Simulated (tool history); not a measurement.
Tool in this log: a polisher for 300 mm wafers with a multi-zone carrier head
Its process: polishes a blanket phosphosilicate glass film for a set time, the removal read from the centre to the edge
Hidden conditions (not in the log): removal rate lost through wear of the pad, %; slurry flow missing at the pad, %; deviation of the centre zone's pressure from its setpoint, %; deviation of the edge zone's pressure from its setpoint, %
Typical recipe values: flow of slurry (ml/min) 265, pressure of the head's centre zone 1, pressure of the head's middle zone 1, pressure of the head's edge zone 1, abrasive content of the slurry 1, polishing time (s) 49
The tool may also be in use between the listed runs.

run	hour	flow of slurry (ml/min)	pressure of the head's centre zone	pressure of the head's middle zone	pressure of the head's edge zone	abrasive content of the slurry	polishing time (s)	wafers since the last listed run	wafers polished on this pad	hours since the slurry nozzle was cleaned	hours since the centre zone pressure was calibrated	hours since the edge zone pressure was calibrated	hours since the carrier head's membrane was replaced	incoming thickness of the incoming film, nm	film removed at the wafer's centre (angstrom)	film removed at mid-radius (angstrom)	film removed at the wafer's edge (angstrom)
1	0	265	1	1	1	1	49	0	89	850.6	713.3	271.1	55.3	4627.1	4659	5244	5171
2	14.7	265	1	1	1	1	49	212	302	865.3	728	285.8	70	4642.4	4699	5301	5142
3	28.3	265	1	1	1	1	55	196	499	878.9	741.6	299.4	83.6	4676.5	5210	5948	5708
4	43.2	265	1.1	1.06	1	1	49	215	714	893.8	756.5	314.3	98.5	4618.2	5152	5406	5187
5	58.8	265	1	1	0.94	1	49	225	940	909.4	772.1	329.9	114.1	4693.3	4653	5298	4940
6	72.1	300	1	0.93	1	1.2	49	192	1132	922.7	785.4	343.2	127.4	4677.7	4994	5243	5576
# hour 98.4: worn pad replaced by a new one
# hour 106.5: slurry nozzle cleaned
7	124.1	265	1	1	0.92	1	49	680	358	17.6	837.4	395.2	179.4	4626.4	4670	5083	4941
8	135	265	1	0.95	1	1	49	157	515	28.5	848.3	406.1	190.3	4617.5	4605	5071	5115
# hour 157.6: edge zone pressure recalibrated
# hour 168.4: centre zone pressure recalibrated
9	179.2	265	1.1	1.04	1	1	49	581	1097	72.7	10.8	21.6	234.5	4744.2	6417	5517	5025
10	190.3	265	1.05	1.06	1	1	49	160	1258	83.8	21.9	32.7	245.6	4625.1	6111	5494	5149
11	207.8	265	1	1	1	1	49	253	1511	101.3	39.4	50.2	263.1	4676.8	5698	5199	5190
12	218.9	265	1	1	0.92	1	49	160	1672	112.4	50.5	61.3	274.2	4694.5	5799	5219	4952
# hour 233.6: worn pad replaced by a new one
13	236	205	1.06	1	1	1.1	55	189	35	129.5	67.6	78.4	291.3	4661.1	6833	5921	5793
14	251.9	235	1	1	1	1	49	230	265	145.4	83.5	94.3	307.2	4666.5	5682	5272	4965
15	265.1	265	1	1	1	1	49	191	456	158.6	96.7	107.5	320.4	4655.6	5717	5234	5160
16	274	265	1.05	1	1	1	64	128	585	167.5	105.6	116.4	329.3	4617.7	7998	6815	6687
17	286.1	265	1	1	1	1	49	175	760	179.6	117.7	128.5	341.4	4582.5	5724	5300	5132
18	292.6	265	1	1	1	1	39	94	854	186.1	124.2	135	347.9	4625	4642	4174	4093
# hour 299.4: centre zone pressure recalibrated, repeated, since the last time left the tool worse
19	300.1	195	1	1	1	0.85	49	79	933	193.6	0.7	142.5	355.4	4633.5	4525	4841	4701
20	313.4	265	1.05	1	1	0.9	49	192	1126	206.9	14	155.8	368.7	4673.2	5072	5034	4944
21	329.6	265	1	1	1	1	49	234	1360	223.1	30.2	172	384.9	4639.2	4984	5300	5128
# hour 346.7: worn pad replaced by a new one
22	357.6	265	1	1	1	1	49	347	158	251.1	58.2	200	412.9	4666.3	4938	5261	5092

Hidden state or all else? Some run-to-run changes of film removed at the wafer's centre (angstrom), split into what the settings, what came in and random variation would give without the hidden state, and what is left for the hidden state (with any gauge scatter that isn't in both results):
Run 8 -> 9: pressure of the head's centre zone 1 -> 1.1, pressure of the head's middle zone 0.95 -> 1.04, edge zone pressure recalibrated, centre zone pressure recalibrated. film removed at the wafer's centre (angstrom) +1812: hidden state +1276, all else +536.
Run 15 -> 16: pressure of the head's centre zone 1 -> 1.05, polishing time (s) 49 -> 64. film removed at the wafer's centre (angstrom) +2281: hidden state +284, all else +1997.
Run 16 -> 17: pressure of the head's centre zone 1.05 -> 1, polishing time (s) 64 -> 49. film removed at the wafer's centre (angstrom) -2274: hidden state -292, all else -1982.
Run 18 -> 19: flow of slurry (ml/min) 265 -> 195, abrasive content of the slurry 1 -> 0.85, polishing time (s) 39 -> 49, centre zone pressure recalibrated, repeated, since the last time left the tool worse. film removed at the wafer's centre (angstrom) -117: hidden state -623, all else +506.

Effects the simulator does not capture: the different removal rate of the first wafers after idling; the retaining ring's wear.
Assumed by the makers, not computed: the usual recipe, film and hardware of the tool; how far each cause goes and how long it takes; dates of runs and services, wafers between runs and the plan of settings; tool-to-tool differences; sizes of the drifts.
